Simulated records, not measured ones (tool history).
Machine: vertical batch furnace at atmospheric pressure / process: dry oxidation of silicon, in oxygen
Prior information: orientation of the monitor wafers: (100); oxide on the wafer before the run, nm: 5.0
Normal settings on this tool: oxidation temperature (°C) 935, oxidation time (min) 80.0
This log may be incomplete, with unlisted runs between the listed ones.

run	hour	oxidation temperature (°C)	oxidation time (min)	read-back reference wafer on the same gauge, thickness	oxide thickness on the monitor wafer (Å)
1	0.0	935	80.0	36.22	340.5
2	106.0	935	80.0	36.22	340.7
3	186.3	915	80.0	36.17	279.8
4	271.6	915	80.0	36.22	278.1
5	363.8	935	80.0	36.21	337.4
6	463.3	927	80.0	36.17	312.1
7	554.6	944	80.0	36.23	368.8
8	623.5	944	80.0	36.17	367.4
9	679.7	944	80.0	36.21	370.9
10	770.9	943	80.0	36.19	368.9
11	815.8	943	80.0	36.22	366.4
12	1051.8	943	80.0	36.23	364.6
13	1137.6	935	80.0	36.26	338.8
14	1173.6	935	80.0	36.17	334.5
15	1250.4	935	80.0	36.16	337.3
16	1353.0	935	80.0	36.17	338.0
# hour 1409.3: boat lift adjusted
17	1416.8	951	116.0	36.26	510.6
# hour 1472.0: thermocouples replaced and temperature profile calibrated
18	1495.3	935	80.0	36.25	337.7
19	1560.8	949	54.0	36.23	299.5
20	1613.2	918	80.0	36.20	288.0
# hour 1622.7: gauge calibrated
21	1703.2	935	80.0	36.21	340.4
22	1758.1	947	63.0	36.23	323.5
23	1836.0	935	80.0	36.18	336.6
24	1907.5	926	40.0	36.21	205.5
25	1969.8	935	114.0	36.22	428.8
26	2031.6	935	80.0	36.16	339.0
27	2123.0	935	80.0	36.19	337.3
28	2161.1	935	80.0	36.25	335.3
29	2210.7	935	44.0	36.24	232.9
30	2292.5	954	114.5	36.22	517.7
31	2328.7	926	63.0	36.18	268.2
32	2403.4	935	43.5	36.21	231.7
33	2482.6	929	80.0	36.17	320.2

Here are 4 independent what-if runs from the current tool condition. What would each one return?
A	2488.2	935	65.5	?	?
B	2488.2	935	110.0	?	?
C	2488.2	927	95.0	?	?
D	2488.2	953	95.0	?	?

run	read-back reference wafer on the same gauge, thickness	oxide thickness on the monitor wafer (Å)
A	36.21	295.9
B	36.21	415.4
C	36.21	348.2
D	36.21	449.9
The same runs, with their run-to-run variation unchanged, on a tool lacking any hidden condition would have given:
run	oxide thickness on the monitor wafer (Å)
A	295.9
B	415.4
C	348.2
D	449.9
